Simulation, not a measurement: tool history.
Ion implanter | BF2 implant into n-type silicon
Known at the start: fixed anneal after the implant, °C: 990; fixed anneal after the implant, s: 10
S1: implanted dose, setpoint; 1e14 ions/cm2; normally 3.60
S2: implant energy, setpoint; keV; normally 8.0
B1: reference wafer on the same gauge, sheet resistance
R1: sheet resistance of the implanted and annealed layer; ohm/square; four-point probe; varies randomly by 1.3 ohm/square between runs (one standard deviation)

{"run": 1, "hour": 0.0, "S1": 4.36, "S2": 8.0, "B1": 462.93, "R1": 431.27}
{"run": 2, "hour": 25.5, "S1": 3.6, "S2": 8.0, "B1": 463.16, "R1": 469.87}
{"run": 3, "hour": 76.0, "S1": 3.6, "S2": 8.0, "B1": 463.08, "R1": 467.47}
{"run": 4, "hour": 119.9, "S1": 3.08, "S2": 8.0, "B1": 462.82, "R1": 510.73}
{"run": 5, "hour": 167.1, "S1": 3.08, "S2": 8.0, "B1": 463.1, "R1": 507.73}
{"run": 6, "hour": 221.0, "S1": 3.6, "S2": 8.0, "B1": 462.73, "R1": 468.35}
{"run": 7, "hour": 245.8, "S1": 3.6, "S2": 8.0, "B1": 462.87, "R1": 468.81}
{"run": 8, "hour": 303.4, "S1": 3.6, "S2": 8.0, "B1": 463.04, "R1": 470.54}
{"run": 9, "hour": 360.7, "S1": 2.79, "S2": 8.0, "B1": 463.12, "R1": 537.9}
{"run": 10, "hour": 418.7, "S1": 2.79, "S2": 8.0, "B1": 462.9, "R1": 536.58}
{"run": 11, "hour": 460.3, "S1": 2.79, "S2": 8.0, "B1": 463.0, "R1": 534.47}
{"run": 12, "hour": 487.8, "S1": 3.6, "S2": 8.0, "B1": 463.11, "R1": 467.65}
{"hour": 506.6, "done": "Faraday cup replaced and dose calibrated"}
{"run": 13, "hour": 549.9, "S1": 3.6, "S2": 5.5, "B1": 462.93, "R1": 559.22}
{"run": 14, "hour": 578.3, "S1": 2.64, "S2": 7.0, "B1": 463.18, "R1": 591.73}
{"hour": 594.4, "done": "extraction supply calibrated"}
{"run": 15, "hour": 627.9, "S1": 2.81, "S2": 8.0, "B1": 463.1, "R1": 539.74}
{"run": 16, "hour": 693.0, "S1": 4.35, "S2": 10.5, "B1": 463.14, "R1": 383.34}
{"run": 17, "hour": 739.7, "S1": 4.06, "S2": 10.5, "B1": 462.86, "R1": 396.23}
{"run": 18, "hour": 777.0, "S1": 3.94, "S2": 5.5, "B1": 463.14, "R1": 534.98}
{"hour": 808.8, "done": "gauge calibrated"}
{"run": 19, "hour": 832.9, "S1": 4.55, "S2": 9.0, "B1": 463.07, "R1": 401.63}
{"run": 20, "hour": 871.1, "S1": 3.6, "S2": 8.0, "B1": 462.77, "R1": 467.99}
{"run": 21, "hour": 904.6, "S1": 3.6, "S2": 8.0, "B1": 462.97, "R1": 468.65}

Run 22 has not been measured yet. What should we expect?
{"run": 22, "hour": 949.5, "S1": 3.6, "S2": 8.0, "B1": "?", "R1": "?"}

Logged for run 22: B1 462.86, R1 466.51 ohm/square.
With the hidden condition absent and the run-to-run variation left alone, this run would have shown R1 470.52 ohm/square.
